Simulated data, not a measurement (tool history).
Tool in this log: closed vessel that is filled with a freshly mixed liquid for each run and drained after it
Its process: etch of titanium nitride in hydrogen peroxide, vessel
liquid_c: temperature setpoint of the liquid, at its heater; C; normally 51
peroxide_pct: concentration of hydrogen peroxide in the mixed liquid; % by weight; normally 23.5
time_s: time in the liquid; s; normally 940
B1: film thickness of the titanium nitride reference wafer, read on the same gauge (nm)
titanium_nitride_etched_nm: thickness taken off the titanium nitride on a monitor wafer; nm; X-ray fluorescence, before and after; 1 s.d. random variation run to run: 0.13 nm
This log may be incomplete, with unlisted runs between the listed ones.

Run 1, hour 0: usual settings but liquid_c 55.5 C, time_s 1345 s; B1 30. Result: titanium_nitride_etched_nm 66.74 nm.
Run 2, hour 16.4: usual settings but liquid_c 55.5 C, time_s 1345 s; B1 30.02. Result: titanium_nitride_etched_nm 66.51 nm.
Run 3, hour 26: usual settings; B1 30. Result: titanium_nitride_etched_nm 33.86 nm.
Run 4, hour 41.7: usual settings; B1 29.98. Result: titanium_nitride_etched_nm 33.75 nm.
At hour 57.6: thermometer replaced.
Run 5, hour 73.6: usual settings; B1 29.99. Result: titanium_nitride_etched_nm 35.02 nm.
Run 6, hour 85.5: usual settings; B1 30.01. Result: titanium_nitride_etched_nm 35.18 nm.
Run 7, hour 101.6: usual settings but liquid_c 54.5 C; B1 30.01. Result: titanium_nitride_etched_nm 44.68 nm.
Run 8, hour 113.3: usual settings; B1 30. Result: titanium_nitride_etched_nm 34.92 nm.
Run 9, hour 122.1: usual settings but time_s 655 s; B1 30.02. Result: titanium_nitride_etched_nm 24.39 nm.
Run 10, hour 136: usual settings but peroxide_pct 28.5 % by weight; B1 29.97. Result: titanium_nitride_etched_nm 36.44 nm.
Run 11, hour 143.2: usual settings; B1 29.97. Result: titanium_nitride_etched_nm 34.99 nm.
Run 12, hour 160.2: usual settings but liquid_c 59.5 C, peroxide_pct 20.5 % by weight, time_s 385 s; B1 30.01. Result: titanium_nitride_etched_nm 25.25 nm.
Run 13, hour 166.4: usual settings; B1 29.96. Result: titanium_nitride_etched_nm 34.76 nm.
At hour 169.7: peroxide flow meter replaced.
Run 14, hour 183.1: usual settings but liquid_c 60 C, time_s 1235 s; B1 30.01. Result: titanium_nitride_etched_nm 86.08 nm.
Run 15, hour 191.4: usual settings but liquid_c 45.5 C, peroxide_pct 17 % by weight; B1 30.03. Result: titanium_nitride_etched_nm 21.8 nm.
Run 16, hour 207.1: usual settings but liquid_c 41.5 C, peroxide_pct 20.5 % by weight; B1 29.98. Result: titanium_nitride_etched_nm 16.7 nm.
At hour 212.3: new drum of peroxide connected.
Run 17, hour 215.8: usual settings but liquid_c 54.5 C, time_s 500 s; B1 30.03. Result: titanium_nitride_etched_nm 24.06 nm.
At hour 223.2: gauge calibrated.
Run 18, hour 230.7: usual settings but liquid_c 45.5 C, peroxide_pct 26 % by weight, time_s 770 s; B1 30.03. Result: titanium_nitride_etched_nm 19.88 nm.
Run 19, hour 245.2: usual settings but liquid_c 58.5 C, peroxide_pct 19.5 % by weight, time_s 1395 s; B1 29.98. Result: titanium_nitride_etched_nm 84.7 nm.
Run 20, hour 252.2: usual settings; B1 29.95. Result: titanium_nitride_etched_nm 35.48 nm.
Run 21, hour 262.1: usual settings but liquid_c 59 C, time_s 1120 s; B1 29.99. Result: titanium_nitride_etched_nm 73.55 nm.
Run 22, hour 276.2: usual settings but liquid_c 56.5 C, peroxide_pct 18.5 % by weight; B1 29.98. Result: titanium_nitride_etched_nm 49.71 nm.
Run 23, hour 282.4: usual settings; B1 30.03. Result: titanium_nitride_etched_nm 35.16 nm.
Run 24, hour 295.3: usual settings but peroxide_pct 26 % by weight, time_s 455 s; B1 29.94. Result: titanium_nitride_etched_nm 17.49 nm.

What will run 25 give?
Run 25, hour 310.7: usual settings but liquid_c 45 C, peroxide_pct 28 % by weight; B1 ?. Result: titanium_nitride_etched_nm ?.

B1: 30.01
titanium_nitride_etched_nm: 23.56 nm
With no hidden state in the tool, this same run would have given titanium_nitride_etched_nm 23.87 nm.
